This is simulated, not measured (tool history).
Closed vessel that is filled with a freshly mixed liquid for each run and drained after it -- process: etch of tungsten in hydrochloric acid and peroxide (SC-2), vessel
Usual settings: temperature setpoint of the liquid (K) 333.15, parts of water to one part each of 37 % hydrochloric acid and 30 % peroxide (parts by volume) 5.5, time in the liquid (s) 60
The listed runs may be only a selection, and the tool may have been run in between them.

run    hour  temperature setpoint of the liquid (K)  parts of water to one part each of 37 % hydrochloric acid and 30 % peroxide (parts by volume)  time in the liquid (s)  read-back film thickness of the tungsten reference wafer, read on the same gauge (nm)  thickness taken off the tungsten on a monitor wafer (Å)
  1       0                                  333.15                                                                                            5.5                      60                                                                                  69.97                                                    283.8
  2    24.3                                  333.15                                                                                            5.5                      60                                                                                  69.99                                                    284.3
  3    48.6                                  333.15                                                                                            5.5                      60                                                                                  69.98                                                    279.8
  4     104                                  333.15                                                                                            5.5                      60                                                                                  70.01                                                    286.8
  5   166.7                                  333.15                                                                                              4                      60                                                                                  69.96                                                    350.6
  6   202.8                                  333.15                                                                                              4                      60                                                                                  69.94                                                    351.8
  7   246.7                                  336.65                                                                                              8                      60                                                                                     70                                                    261.6
  8   276.7                                  333.15                                                                                            4.5                      60                                                                                  70.01                                                    328.6
      335.6  -- new drum of peroxide connected
  9   337.8                                  333.15                                                                                            4.5                      60                                                                                  69.99                                                    321.2
 10   394.9                                  333.15                                                                                            5.5                      90                                                                                  70.01                                                    417.4
 11     437                                  328.65                                                                                              4                      60                                                                                  69.97                                                    265.7
      456.9  -- chemicals flow meter replaced
 12   494.3                                  333.15                                                                                              4                      45                                                                                  69.97                                                    264.1
 13   554.7                                  333.15                                                                                            5.5                      60                                                                                     70                                                    275.5
 14   614.3                                  333.15                                                                                            5.5                      60                                                                                     70                                                    280.2
 15   684.4                                  340.15                                                                                              4                      75                                                                                  70.01                                                    664.3
 16   722.5                                  337.65                                                                                              4                      50                                                                                  70.02                                                    380.2
 17   755.8                                  343.15                                                                                            5.5                      40                                                                                     70                                                    337.9
 18   785.6                                  333.15                                                                                            5.5                      80                                                                                  70.01                                                    366.8
      799.7  -- thermometer replaced
      828.1  -- gauge calibrated
 19   834.4                                  324.65                                                                                              4                      50                                                                                  69.97                                                    182.7
 20   903.4                                  333.15                                                                                              8                      30                                                                                     70                                                    114.4
 21     965                                  333.15                                                                                            6.5                      40                                                                                     70                                                    177.2
 22  1033.3                                  323.15                                                                                              4                      60                                                                                  69.94                                                    198.7
 23  1081.2                                  328.65                                                                                              4                      60                                                                                  69.98                                                    286.4
 24  1152.6                                  333.15                                                                                              7                      85                                                                                  69.95                                                    353.6
 25  1213.1                                  338.15                                                                                              4                      45                                                                                  69.97                                                    382.3
 26  1252.2                                  327.65                                                                                            6.5                      60                                                                                  69.95                                                    185.4
 27    1312                                  326.15                                                                                            4.5                      30                                                                                  70.02                                                    109.2
 28    1356                                  340.15                                                                                            4.5                      45                                                                                  70.02                                                      396
 29  1387.8                                  333.15                                                                                            5.5                      60                                                                                  69.98                                                    299.7

Branching from run 29: 5 alternative next runs. What would each branch give?
  A  1388.5                                  333.15                                                                                            5.5                      60                                                                                      ?                                                        ?
  B  1388.5                                  325.15                                                                                            7.5                      50                                                                                      ?                                                        ?
  C  1388.5                                  336.15                                                                                            5.5                      90                                                                                      ?                                                        ?
  D  1388.5                                  333.15                                                                                            5.5                      70                                                                                      ?                                                        ?
  E  1388.5                                  333.15                                                                                            5.5                      45                                                                                      ?                                                        ?

run  read-back film thickness of the tungsten reference wafer, read on the same gauge (nm)  thickness taken off the tungsten on a monitor wafer (Å)
  A                                                                                  70.01                                                      295
  B                                                                                  70.01                                                    115.9
  C                                                                                  70.01                                                    533.5
  D                                                                                  70.01                                                    344.2
  E                                                                                  70.01                                                    221.3
Had the tool no hidden state, the same runs would have come out as:
run  thickness taken off the tungsten on a monitor wafer (Å)
  A                                                    301.6
  B                                                    118.6
  C                                                    545.1
  D                                                    351.8
  E                                                    226.2
